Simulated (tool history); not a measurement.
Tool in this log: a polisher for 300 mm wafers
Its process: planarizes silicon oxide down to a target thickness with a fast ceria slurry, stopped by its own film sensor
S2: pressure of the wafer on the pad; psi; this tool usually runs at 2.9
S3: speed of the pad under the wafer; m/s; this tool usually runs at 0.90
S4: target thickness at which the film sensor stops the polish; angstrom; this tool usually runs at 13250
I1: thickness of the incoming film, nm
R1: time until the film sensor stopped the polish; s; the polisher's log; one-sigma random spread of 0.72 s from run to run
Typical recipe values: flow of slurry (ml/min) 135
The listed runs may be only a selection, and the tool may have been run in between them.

run 1 hour=0.0 | flow_of_slurry_(ml/min)=135 S2=2.9 S3=0.90 S4=13250 | I1=2288.6 | R1=86.2
-- hour=20.2 worn pad replaced by a new one
-- hour=21.8 slurry nozzle cleaned
run 2 hour=31.1 | flow_of_slurry_(ml/min)=135 S2=2.9 S3=0.90 S4=13250 | I1=2273.8 | R1=78.0
run 3 hour=87.7 | flow_of_slurry_(ml/min)=135 S2=2.9 S3=0.90 S4=13250 | I1=2257.1 | R1=82.5
run 4 hour=115.7 | flow_of_slurry_(ml/min)=100 S2=2.9 S3=0.90 S4=13250 | I1=2247.9 | R1=85.6
run 5 hour=153.7 | flow_of_slurry_(ml/min)=100 S2=2.9 S3=0.90 S4=13250 | I1=2254.7 | R1=89.8
run 6 hour=196.8 | flow_of_slurry_(ml/min)=100 S2=2.9 S3=0.90 S4=13250 | I1=2246.3 | R1=88.3
-- hour=212.0 worn pad replaced by a new one
run 7 hour=241.0 | flow_of_slurry_(ml/min)=135 S2=2.3 S3=0.70 S4=13250 | I1=2235.1 | R1=118.1
-- hour=394.1 worn pad replaced by a new one
run 8 hour=423.1 | flow_of_slurry_(ml/min)=135 S2=2.3 S3=0.70 S4=13250 | I1=2270.9 | R1=120.7
run 9 hour=456.6 | flow_of_slurry_(ml/min)=135 S2=2.9 S3=0.68 S4=13250 | I1=2288.2 | R1=104.2
-- hour=464.7 slurry nozzle cleaned
-- hour=474.3 head pressure recalibrated
run 10 hour=521.8 | flow_of_slurry_(ml/min)=135 S2=2.9 S3=0.90 S4=13250 | I1=2254.1 | R1=82.1
-- hour=581.1 worn pad replaced by a new one
run 11 hour=592.0 | flow_of_slurry_(ml/min)=105 S2=2.9 S3=1.16 S4=11670 | I1=2238.2 | R1=75.8
run 12 hour=622.1 | flow_of_slurry_(ml/min)=135 S2=3.8 S3=1.02 S4=13250 | I1=2264.1 | R1=56.1
run 13 hour=675.8 | flow_of_slurry_(ml/min)=135 S2=2.9 S3=0.90 S4=10940 | I1=2254.6 | R1=106.0
run 14 hour=733.3 | flow_of_slurry_(ml/min)=160 S2=2.2 S3=0.66 S4=14580 | I1=2266.0 | R1=121.7
run 15 hour=762.8 | flow_of_slurry_(ml/min)=135 S2=2.9 S3=0.90 S4=13250 | I1=2259.1 | R1=86.7
-- hour=775.7 worn pad replaced by a new one
run 16 hour=826.7 | flow_of_slurry_(ml/min)=135 S2=2.9 S3=0.90 S4=10920 | I1=2284.1 | R1=103.2
-- hour=862.6 slurry nozzle cleaned
run 17 hour=880.4 | flow_of_slurry_(ml/min)=135 S2=2.9 S3=0.90 S4=13250 | I1=2227.6 | R1=79.8
run 18 hour=912.1 | flow_of_slurry_(ml/min)=135 S2=2.6 S3=1.18 S4=11680 | I1=2259.1 | R1=88.3
run 19 hour=937.1 | flow_of_slurry_(ml/min)=135 S2=2.3 S3=1.22 S4=13250 | I1=2263.3 | R1=82.0

Alternative continuations, all from the tool just after run 19; predict every row:
run A hour=937.5 | flow_of_slurry_(ml/min)=135 S2=2.9 S3=0.90 S4=13250 | I1=2311.1 | R1=?
run B hour=937.5 | flow_of_slurry_(ml/min)=165 S2=2.9 S3=0.90 S4=13250 | I1=2311.1 | R1=?
run C hour=937.5 | flow_of_slurry_(ml/min)=135 S2=3.8 S3=0.90 S4=14240 | I1=2311.1 | R1=?

run=A R1=89.7
run=B R1=87.1
run=C R1=61.7
Take away the tool's hidden state, keep each run's random variation, and the runs would have read:
run=A R1=80.2
run=B R1=77.9
run=C R1=55.1
